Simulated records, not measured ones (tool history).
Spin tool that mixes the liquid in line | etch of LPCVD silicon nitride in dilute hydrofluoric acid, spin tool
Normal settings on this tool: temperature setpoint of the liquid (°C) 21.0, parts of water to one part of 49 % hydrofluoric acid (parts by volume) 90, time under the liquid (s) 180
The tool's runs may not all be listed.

run	hour	temperature setpoint of the liquid (°C)	parts of water to one part of 49 % hydrofluoric acid (parts by volume)	time under the liquid (s)	wafers since the last listed run	hours since the thermometer was replaced	hours since the hydrofluoric acid flow meter was replaced	hours since the gauge calibration	read-back film thickness of the LPCVD silicon nitride reference wafer, read on the same gauge (nm)	thickness taken off the LPCVD silicon nitride on a monitor wafer (Å)
1	0.0	21.0	90	180	0	2278.8	333.6	2215.9	70.010	9.82
2	46.1	20.0	90	180	293	2324.9	379.7	2262.0	70.005	10.12
3	70.8	20.0	90	180	157	2349.6	404.4	2286.7	70.009	9.70
4	124.1	20.0	90	180	339	2402.9	457.7	2340.0	70.020	9.89
# hour 145.6: gauge calibrated
5	163.9	21.0	90	180	253	2442.7	497.5	18.3	70.015	10.15
6	212.1	21.0	90	180	306	2490.9	545.7	66.5	69.985	10.35
# hour 248.8: hydrofluoric acid flow meter replaced
7	265.7	21.0	90	180	334	2544.5	16.9	120.1	70.016	10.44
8	336.8	21.0	60	180	452	2615.6	88.0	191.2	69.977	15.48
9	372.9	21.0	60	180	229	2651.7	124.1	227.3	70.005	15.10
10	424.6	21.0	90	180	329	2703.4	175.8	279.0	70.016	10.52
11	490.6	21.0	90	180	420	2769.4	241.8	345.0	69.991	10.21
12	528.4	21.0	90	180	240	2807.2	279.6	382.8	70.018	10.49
13	572.3	19.0	90	180	279	2851.1	323.5	426.7	69.980	8.79
14	604.2	24.0	90	180	203	2883.0	355.4	458.6	70.003	13.48
15	640.5	21.0	90	150	231	2919.3	391.7	494.9	70.008	8.32
16	684.8	23.0	60	280	282	2963.6	436.0	539.2	70.000	28.45
# hour 734.1: thermometer replaced
17	736.3	23.0	110	260	321	2.2	487.5	590.7	70.000	11.95
18	766.5	23.0	90	110	192	32.4	517.7	620.9	69.984	6.35
19	822.1	21.0	130	180	353	88.0	573.3	676.5	70.004	6.14
# hour 853.8: hydrofluoric acid flow meter replaced
20	1004.8	25.0	125	100	1156	270.7	151.0	859.2	70.006	4.75
21	1048.6	23.0	60	280	278	314.5	194.8	903.0	69.997	23.69
22	1132.9	21.0	90	180	536	398.8	279.1	987.3	69.977	9.03
23	1165.0	19.5	70	125	204	430.9	311.2	1019.4	70.009	7.23
24	1236.5	21.0	90	180	455	502.4	382.7	1090.9	70.013	9.27
25	1272.7	21.0	90	180	230	538.6	418.9	1127.1	70.004	9.02
26	1296.9	25.0	60	225	154	562.8	443.1	1151.3	69.997	22.55
27	1346.1	21.0	90	180	313	612.0	492.3	1200.5	70.002	9.48
28	1406.4	25.0	90	180	383	672.3	552.6	1260.8	70.015	11.54
29	1438.2	17.5	135	180	202	704.1	584.4	1292.6	69.992	4.66
30	1467.3	25.0	130	130	185	733.2	613.5	1321.7	69.962	5.94
# hour 1499.0: hydrofluoric acid flow meter replaced
31	1666.8	21.0	90	180	1263	932.7	167.8	1521.2	69.976	9.58
32	1698.1	21.0	90	100	199	964.0	199.1	1552.5	69.983	5.15
33	1754.0	17.0	70	220	355	1019.9	255.0	1608.4	69.987	11.58

What would each run have given without the hidden state, its run-to-run variation left as it was?
What the log doesn't record here: liquid hotter than its thermometer reads (K); hydrofluoric acid flow above the setpoint (%); gauge reads high (%).
run	thickness taken off the LPCVD silicon nitride on a monitor wafer (Å)
1	8.51
2	8.74
3	8.36
4	8.50
5	8.71
6	8.86
7	8.91
8	13.13
9	12.77
10	8.90
11	8.60
12	8.81
13	7.34
14	11.33
15	6.95
16	23.70
17	11.91
18	6.32
19	6.09
20	4.66
21	23.17
22	8.79
23	7.02
24	8.97
25	8.71
26	21.76
27	9.11
28	11.06
29	4.45
30	5.68
31	9.03
32	4.85
33	10.84
